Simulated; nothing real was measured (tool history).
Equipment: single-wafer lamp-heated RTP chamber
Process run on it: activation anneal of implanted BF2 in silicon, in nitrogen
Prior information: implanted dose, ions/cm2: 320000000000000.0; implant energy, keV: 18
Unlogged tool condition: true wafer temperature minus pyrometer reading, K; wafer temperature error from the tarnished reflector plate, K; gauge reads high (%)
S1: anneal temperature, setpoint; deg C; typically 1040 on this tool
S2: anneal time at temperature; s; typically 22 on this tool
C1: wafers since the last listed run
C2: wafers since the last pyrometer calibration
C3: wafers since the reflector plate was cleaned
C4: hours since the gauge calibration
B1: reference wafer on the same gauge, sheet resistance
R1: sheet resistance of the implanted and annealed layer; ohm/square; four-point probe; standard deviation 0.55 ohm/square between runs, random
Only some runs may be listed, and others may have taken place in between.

Run 1, hour 0: usual settings; C1 0; C2 2101; C3 9071; C4 846.2; B1 383.12. Result: R1 368.24 ohm/square.
Run 2, hour 46.1: usual settings; C1 466; C2 2568; C3 9538; C4 892.3; B1 382.67. Result: R1 369.45 ohm/square.
Run 3, hour 91.5: usual settings but S1 1061 deg C; C1 459; C2 3027; C3 9998; C4 937.7; B1 383.07. Result: R1 364.08 ohm/square.
Run 4, hour 148.6: usual settings but S1 1061 deg C; C1 578; C2 3606; C3 10576; C4 994.8; B1 382.9. Result: R1 363.87 ohm/square.
Run 5, hour 198.7: usual settings; C1 507; C2 4113; C3 11083; C4 1044.9; B1 382.86. Result: R1 368.08 ohm/square.
Run 6, hour 262.3: usual settings; C1 644; C2 4757; C3 11727; C4 1108.5; B1 383.17. Result: R1 367.68 ohm/square.
Run 7, hour 368.4: usual settings; C1 1074; C2 5832; C3 12802; C4 1214.6; B1 383.09. Result: R1 367.42 ohm/square.
Run 8, hour 451.3: usual settings; C1 839; C2 6671; C3 13641; C4 1297.5; B1 383.07. Result: R1 367.17 ohm/square.
Run 9, hour 503.4: usual settings; C1 527; C2 7199; C3 14169; C4 1349.6; B1 382.83. Result: R1 366.42 ohm/square.
Run 10, hour 567.2: usual settings but S2 34 s; C1 646; C2 7845; C3 14815; C4 1413.4; B1 383.03. Result: R1 360.85 ohm/square.
At hour 659.2: reflector plate cleaned.
At hour 663.9: gauge calibrated.
Run 11, hour 671.9: usual settings but S1 1026 deg C; C1 979; C2 8824; C3 128; C4 8; B1 383.14. Result: R1 369.83 ohm/square.
At hour 723.8: pyrometer window cleaned and pyrometer calibrated.
Run 12, hour 774.6: usual settings but S1 1027 deg C; C1 959; C2 513; C3 1087; C4 110.7; B1 383.07. Result: R1 370.88 ohm/square.
Run 13, hour 816.4: usual settings; C1 423; C2 937; C3 1511; C4 152.5; B1 383.17. Result: R1 369.01 ohm/square.
Run 14, hour 919.3: usual settings but S2 13 s; C1 1042; C2 1979; C3 2553; C4 255.4; B1 383.02. Result: R1 373.59 ohm/square.
Run 15, hour 972.5: usual settings; C1 538; C2 2518; C3 3091; C4 308.6; B1 383.21. Result: R1 368.94 ohm/square.
Run 16, hour 1010: usual settings but S1 1050 deg C, S2 30 s; C1 379; C2 2897; C3 3471; C4 346.1; B1 382.84. Result: R1 362.75 ohm/square.
Run 17, hour 1076.9: usual settings but S1 1010 deg C; C1 677; C2 3575; C3 4149; C4 413; B1 382.86. Result: R1 373.47 ohm/square.
Run 18, hour 1143: usual settings; C1 669; C2 4244; C3 4818; C4 479.1; B1 382.98. Result: R1 367.63 ohm/square.
Run 19, hour 1194.5: usual settings; C1 521; C2 4766; C3 5340; C4 530.6; B1 382.94. Result: R1 366.66 ohm/square.

Here are 5 independent what-if runs from the current tool condition. What would each one return?
Run A, hour 1194.9: usual settings; C1 4; C2 4770; C3 5344; C4 531; B1 ?. Result: R1 ?.
Run B, hour 1194.9: usual settings but S1 1019 deg C, S2 13 s; C1 4; C2 4770; C3 5344; C4 531; B1 ?. Result: R1 ?.
Run C, hour 1194.9: usual settings but S1 1063 deg C, S2 9 s; C1 4; C2 4770; C3 5344; C4 531; B1 ?. Result: R1 ?.
Run D, hour 1194.9: usual settings but S1 1066 deg C; C1 4; C2 4770; C3 5344; C4 531; B1 ?. Result: R1 ?.
Run E, hour 1194.9: usual settings but S1 1064 deg C, S2 27 s; C1 4; C2 4770; C3 5344; C4 531; B1 ?. Result: R1 ?.

run      B1      R1
  A  383.08   366.8
  B  383.08  375.29
  C  383.08  372.01
  D  383.08  361.07
  E  383.08   358.6
The same runs, with their run-to-run variation unchanged, on a tool lacking any hidden condition would have given:
run      R1
  A   368.8
  B  376.15
  C  373.38
  D  363.17
  E  360.85
